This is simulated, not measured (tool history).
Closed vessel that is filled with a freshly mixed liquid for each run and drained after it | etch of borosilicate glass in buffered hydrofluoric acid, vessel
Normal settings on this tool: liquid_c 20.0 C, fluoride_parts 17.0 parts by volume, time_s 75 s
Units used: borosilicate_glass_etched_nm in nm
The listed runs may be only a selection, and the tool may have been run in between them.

run	day	liquid_c	fluoride_parts	time_s	wafers since the last listed run	hours since the thermometer was replaced	hours since the hydrofluoric acid flow meter was replaced	hours since the gauge calibration	read-back film thickness of the borosilicate glass reference wafer, read on the same gauge (nm)	borosilicate_glass_etched_nm
1	0.000	20.0	17.0	75	0	1004.9	601.8	27.1	100.00	42.84
2	1.900	20.0	17.0	75	4406	1050.5	647.4	72.7	100.02	42.53
3	3.292	18.0	17.0	75	3227	1083.9	680.8	106.1	99.99	37.79
4	5.350	20.0	17.0	75	4773	1133.3	730.2	155.5	99.99	42.34
5	8.125	20.0	17.0	90	6435	1199.9	796.8	222.1	99.98	50.47
6	9.767	20.0	17.0	90	3807	1239.3	836.2	261.5	100.05	49.89
7	11.054	20.0	17.0	90	2985	1270.2	867.1	292.4	99.97	50.29
8	12.612	20.0	17.0	75	3613	1307.6	904.5	329.8	100.01	41.82
9	13.833	17.0	20.5	75	2831	1336.9	933.8	359.1	99.98	29.99
# day 13.958: thermometer replaced
10	15.662	17.0	20.5	75	4145	40.9	977.7	403.0	99.98	29.97
# day 17.321: hydrofluoric acid flow meter replaced
11	17.642	20.0	17.0	75	4493	88.4	7.7	450.5	100.05	39.78
12	20.588	17.0	21.5	40	6831	159.1	78.4	521.2	100.01	15.14
13	22.688	18.0	20.0	90	4870	209.5	128.8	571.6	100.01	37.45
# day 23.550: gauge calibrated
# day 23.562: hydrofluoric acid flow meter replaced, repeated, since the last time left the tool worse
14	25.642	20.0	17.0	75	6754	280.4	49.9	50.2	99.98	44.31
15	26.842	24.5	14.5	75	2782	309.2	78.7	79.0	99.96	66.17
16	28.617	23.5	17.0	90	4116	351.8	121.3	121.6	100.01	64.15
17	30.396	20.0	15.0	75	4126	394.5	164.0	164.3	99.97	49.13
18	32.596	17.0	17.0	115	5102	447.3	216.8	217.1	100.03	56.36
19	33.642	20.0	17.0	60	2425	472.4	241.9	242.2	100.01	34.56
20	34.921	20.0	17.0	75	2966	503.1	272.6	272.9	99.98	44.05
21	37.108	22.5	17.0	45	5073	555.6	325.1	325.4	99.98	29.69
22	38.571	24.0	17.0	110	3391	590.7	360.2	360.5	100.03	79.01
23	40.954	20.0	17.0	75	5527	647.9	417.4	417.7	100.02	43.20

Pick out some run-to-run changes in borosilicate_glass_etched_nm. Of each, how much would a tool without hidden state show as well, from the settings, what came in and chance, and how much is left for the hidden state and any gauge scatter not in both results compared?
Unlogged tool condition in this case: liquid hotter than its thermometer reads (K); hydrofluoric acid flow below the setpoint (%); gauge reads high (%).
Run 10 -> 11: liquid_c 17.0 -> 20.0, fluoride_parts 20.5 -> 17.0, hydrofluoric acid flow meter replaced. borosilicate_glass_etched_nm +9.81 nm: hidden state -3.36, all else +13.17.
Run 11 -> 12: liquid_c 20.0 -> 17.0, fluoride_parts 17.0 -> 21.5, time_s 75 -> 40. borosilicate_glass_etched_nm -24.64 nm: hidden state +3.65, all else -28.29.
Run 21 -> 22: liquid_c 22.5 -> 24.0, time_s 45 -> 110. borosilicate_glass_etched_nm +49.32 nm: hidden state -1.90, all else +51.22.
Run 22 -> 23: liquid_c 24.0 -> 20.0, time_s 110 -> 75. borosilicate_glass_etched_nm -35.81 nm: hidden state +1.16, all else -36.97.

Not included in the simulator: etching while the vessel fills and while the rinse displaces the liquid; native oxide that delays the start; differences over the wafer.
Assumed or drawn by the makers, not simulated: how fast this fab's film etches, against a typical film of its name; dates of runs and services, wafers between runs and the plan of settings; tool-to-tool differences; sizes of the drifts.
